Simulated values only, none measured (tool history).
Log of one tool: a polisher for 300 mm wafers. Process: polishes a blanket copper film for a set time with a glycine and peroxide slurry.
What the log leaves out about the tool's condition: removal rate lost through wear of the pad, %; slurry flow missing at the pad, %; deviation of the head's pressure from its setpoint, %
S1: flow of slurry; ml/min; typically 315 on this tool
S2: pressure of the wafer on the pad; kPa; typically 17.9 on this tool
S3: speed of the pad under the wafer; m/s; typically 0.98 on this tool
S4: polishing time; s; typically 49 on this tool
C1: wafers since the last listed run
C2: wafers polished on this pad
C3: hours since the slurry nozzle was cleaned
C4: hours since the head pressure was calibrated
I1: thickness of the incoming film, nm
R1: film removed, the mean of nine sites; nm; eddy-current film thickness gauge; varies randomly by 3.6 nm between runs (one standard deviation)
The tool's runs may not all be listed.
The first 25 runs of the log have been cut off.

run	hour	S1	S2	S3	S4	C1	C2	C3	C4	I1	R1
26	1342.9	385	17.9	0.82	36	290	1804	319.1	264.6	1807.4	156.2
27	1400.2	385	22.1	0.98	40	622	2427	376.4	321.9	1830.4	233.7
28	1426.6	315	22.8	0.98	37	286	2714	402.8	348.3	1838.1	215.6
29	1466.9	315	19.3	0.98	36	437	3152	443.1	388.6	1810.8	182.2
30	1529.8	315	17.9	0.98	49	683	3835	506.0	451.5	1817.3	230.1
31	1567.0	350	20.7	0.76	42	404	4239	543.2	488.7	1784.8	181.7
# hour 1669.1: worn pad replaced by a new one
# hour 1704.8: slurry nozzle cleaned
32	1732.2	315	17.9	0.98	49	1740	675	27.4	653.9	1804.8	247.0
33	1851.6	315	17.9	0.78	35	1297	1972	146.8	773.3	1801.1	142.8
34	1885.1	240	22.8	0.82	58	363	2336	180.3	806.8	1838.9	299.2
35	1928.0	220	21.4	0.98	49	466	2802	223.2	849.7	1846.0	264.6
36	1960.4	245	23.4	1.20	54	352	3154	255.6	882.1	1825.7	378.2
# hour 1993.0: head pressure recalibrated
37	2005.3	315	17.9	0.98	49	466	3620	300.5	12.3	1819.1	231.1
38	2051.8	315	17.9	0.98	60	505	4126	347.0	58.8	1803.5	286.8

What if the next run were any one of these 3? Each begins from the tool's condition after run 38:
A	2052.2	315	17.9	0.98	57	4	4130	347.4	59.2	1824.6	?
B	2052.2	345	21.4	1.08	42	4	4130	347.4	59.2	1824.6	?
C	2052.2	380	17.9	0.98	49	4	4130	347.4	59.2	1824.6	?

run	R1
A	267.4
B	249.3
C	233.6
Without the tool's unlogged condition, the same runs would have read:
run	R1
A	296.8
B	276.6
C	259.2

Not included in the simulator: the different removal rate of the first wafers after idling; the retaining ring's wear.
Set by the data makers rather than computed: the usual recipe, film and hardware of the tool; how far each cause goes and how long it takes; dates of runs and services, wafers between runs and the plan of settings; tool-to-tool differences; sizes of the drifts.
